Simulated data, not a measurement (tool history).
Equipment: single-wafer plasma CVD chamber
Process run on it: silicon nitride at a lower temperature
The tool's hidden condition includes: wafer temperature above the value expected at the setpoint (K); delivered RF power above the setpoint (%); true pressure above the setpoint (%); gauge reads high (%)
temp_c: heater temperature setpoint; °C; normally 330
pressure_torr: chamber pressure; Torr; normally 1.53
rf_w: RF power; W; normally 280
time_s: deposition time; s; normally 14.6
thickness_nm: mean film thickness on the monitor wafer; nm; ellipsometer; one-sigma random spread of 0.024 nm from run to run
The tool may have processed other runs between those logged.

run   hour  temp_c  pressure_torr  rf_w  time_s  wafers since the last listed run  hours since the last thermocouple change  hours since the last RF generator calibration  hours since the last manometer calibration  hours since the showerhead was replaced  hours since the gauge calibration  read-back reference wafer on the same gauge, thickness_nm  thickness_nm
  1      0     330           1.53   280    14.6                                 0                                      1848                                         1640.8                                      2355.9                                   2657.4                               51.9                                                     14.802        14.666
  2    6.7     330           1.53   280    14.6                               211                                    1854.7                                         1647.5                                      2362.6                                   2664.1                               58.6                                                       14.8        14.656
  3   23.8     330           1.68   280    14.6                               538                                    1871.8                                         1664.6                                      2379.7                                   2681.2                               75.7                                                     14.798        14.987
  4     35     324           1.53   280    14.6                               352                                      1883                                         1675.8                                      2390.9                                   2692.4                               86.9                                                     14.797        14.701
      41.6  -- gauge calibrated
  5   52.2     330           1.53   280    14.6                               541                                    1900.2                                           1693                                      2408.1                                   2709.6                               10.6                                                     14.798        14.693
      61.8  -- RF generator calibrated
      70.7  -- capacitance manometer re-zeroed and calibrated
  6   71.2     330           1.53   280    14.6                                94                                    1919.2                                            9.4                                         0.5                                   2728.6                               29.6                                                     14.799        15.646
  7   84.5     330           1.53   280    14.6                               418                                    1932.5                                           22.7                                        13.8                                   2741.9                               42.9                                                     14.799        15.602
  8   94.6     330           1.84   280    14.6                               318                                    1942.6                                           32.8                                        23.9                                     2752                                 53                                                       14.8        16.377
  9    106     336           1.35   325    14.6                               359                                      1954                                           44.2                                        35.3                                   2763.4                               64.4                                                     14.798        16.879
     127.3  -- thermocouple changed; heater temperature recalibrated
     131.9  -- showerhead replaced
 10  132.4     330           1.53   280    14.6                               436                                       5.1                                           70.6                                        61.7                                      0.5                               90.8                                                     14.799        15.493
 11  132.7     330           1.53   280    13.4                                 9                                       5.4                                           70.9                                          62                                      0.8                               91.1                                                     14.801        14.234
     134.3  -- gauge calibrated
 12  143.4     330           1.89   280      12                               336                                      16.1                                           81.6                                        72.7                                     11.5                                9.1                                                     14.795        13.507
 13  158.9     330           1.53   280    13.4                               488                                      31.6                                           97.1                                        88.2                                       27                               24.6                                                     14.799        14.232
 14  167.1     330           1.73   280    13.4                               258                                      39.8                                          105.3                                        96.4                                     35.2                               32.8                                                     14.795        14.712
 15    177     330            1.3   280    13.6                               311                                      49.7                                          115.2                                       106.3                                     45.1                               42.7                                                     14.799        13.811
 16  186.5     318           1.73   330    12.4                               299                                      59.2                                          124.7                                       115.8                                     54.6                               52.2                                                       14.8          15.5
 17  195.1     330           1.53   280    14.6                               270                                      67.8                                          133.3                                       124.4                                     63.2                               60.8                                                       14.8        15.444

Alternative continuations, all from the tool just after run 17; predict every row:
  A  195.5     330           1.64   280    14.6                                12                                      68.2                                          133.7                                       124.8                                     63.6                               61.2                                                          ?             ?
  B  195.5     321           1.53   280    13.7                                12                                      68.2                                          133.7                                       124.8                                     63.6                               61.2                                                          ?             ?
  C  195.5     330           1.53   280    15.8                                12                                      68.2                                          133.7                                       124.8                                     63.6                               61.2                                                          ?             ?

run  read-back reference wafer on the same gauge, thickness_nm  thickness_nm
  A                                                     14.806        15.711
  B                                                     14.806        14.523
  C                                                     14.806        16.698
With no hidden state in the tool, these same runs would have given:
run  thickness_nm
  A        15.943
  B        14.738
  C        16.945
